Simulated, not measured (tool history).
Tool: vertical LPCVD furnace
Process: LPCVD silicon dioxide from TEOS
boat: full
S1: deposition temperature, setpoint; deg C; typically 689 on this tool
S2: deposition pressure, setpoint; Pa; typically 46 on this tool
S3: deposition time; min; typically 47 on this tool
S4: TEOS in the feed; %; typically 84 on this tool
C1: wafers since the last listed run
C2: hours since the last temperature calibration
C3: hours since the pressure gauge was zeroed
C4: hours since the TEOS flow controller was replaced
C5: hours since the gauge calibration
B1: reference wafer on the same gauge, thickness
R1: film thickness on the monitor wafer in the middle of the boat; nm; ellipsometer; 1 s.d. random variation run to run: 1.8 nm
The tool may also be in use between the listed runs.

run,hour,S1,S2,S3,S4,C1,C2,C3,C4,C5,B1,R1
1,0,689,46,47,84,0,3723.8,3443.6,5415.7,854.5,259.28,325.03
2,23.8,689,46,47,84,287,3747.6,3467.4,5439.5,878.3,259.6,322.47
3,37.9,689,46,47,84,170,3761.7,3481.5,5453.6,892.4,258.9,324.26
4,51.4,689,46,47,84,162,3775.2,3495,5467.1,905.9,258.7,325.41
# hour 144.8: gauge calibrated
# hour 147.4: thermocouples replaced and temperature profile calibrated
5,147.9,689,46,47,84,874,0.5,3591.5,5563.6,3.1,259.37,346.24
6,154,693,46,62.5,84,73,6.6,3597.6,5569.7,9.2,259.46,498.45
7,183.7,689,46,47,84,358,36.3,3627.3,5599.4,38.9,258.31,341.9
8,197.9,680,46,47,75,171,50.5,3641.5,5613.6,53.1,258.83,260
9,226.4,689,46,47,84,343,79,3670,5642.1,81.6,258.79,341.24
10,249.3,679,46,47,84,276,101.9,3692.9,5665,104.5,258.86,268.77
# hour 276.3: pressure gauge zeroed
11,276.8,689,46,56,84,42,129.4,0.5,5692.5,132,258.78,406.24
12,284.3,685,46,42,84,90,136.9,8,5700,139.5,258.55,280.94
13,298.3,700,46,47,84,168,150.9,22,5714,153.5,258.92,442.55
14,329.1,700,52.7,39,94,371,181.7,52.8,5744.8,184.3,258.96,416.97
15,347.1,689,46,47,84,217,199.7,70.8,5762.8,202.3,259.02,343.42
16,378.5,696,46,40.5,84,378,231.1,102.2,5794.2,233.7,259.52,350.74
17,393.3,699,50,47,84,178,245.9,117,5809,248.5,259.07,451.11
# hour 424.7: thermocouples replaced and temperature profile calibrated, repeated, since the last time left the tool worse
# hour 434.2: TEOS flow controller replaced
18,434.7,699,46,35.5,97,96,10,158.4,0.5,289.9,258.95,313.6
19,438.6,689,40,64,67,47,13.9,162.3,4.4,293.8,258.33,347.23
20,449.3,693,46,42,84,129,24.6,173,15.1,304.5,259.2,301.71
21,485.2,689,46,47,96,433,60.5,208.9,51,340.4,258.5,327.29
22,497.3,683,46,47,84,145,72.6,221,63.1,352.5,258.86,263.39
23,523.8,680,40,47,84,319,99.1,247.5,89.6,379,258.41,230.03
24,548.6,679,54,56,77,299,123.9,272.3,114.4,403.8,258.91,297.54
25,562.6,689,46,57,84,168,137.9,286.3,128.4,417.8,259.36,370.19
26,578.8,689,46,47,84,195,154.1,302.5,144.6,434,259.24,306.64
27,613.7,689,46,47,90,421,189,337.4,179.5,468.9,258.79,316.06
28,643.5,689,46,47,84,359,218.8,367.2,209.3,498.7,259.6,304.7
29,670.1,689,46,47,84,320,245.4,393.8,235.9,525.3,259.31,306.79
30,688.5,689,46,47,67,222,263.8,412.2,254.3,543.7,259.27,274.62

Predict each of these 5 candidate next runs independently; none follows another, all start after run 30:
A,692.5,689,46,47,84,48,267.8,416.2,258.3,547.7,?,?
B,692.5,686,46,35.5,84,48,267.8,416.2,258.3,547.7,?,?
C,692.5,689,40,47,68,48,267.8,416.2,258.3,547.7,?,?
D,692.5,692,38.7,40.5,84,48,267.8,416.2,258.3,547.7,?,?
E,692.5,695,41.3,61,93,48,267.8,416.2,258.3,547.7,?,?

run,B1,R1
A,258.74,307.48
B,258.74,216.21
C,258.74,257.97
D,258.74,260.82
E,258.74,458.65
Take away the tool's hidden state, keep each run's random variation, and the runs would have read:
run,R1
A,303.94
B,213.71
C,255.01
D,257.84
E,453.45
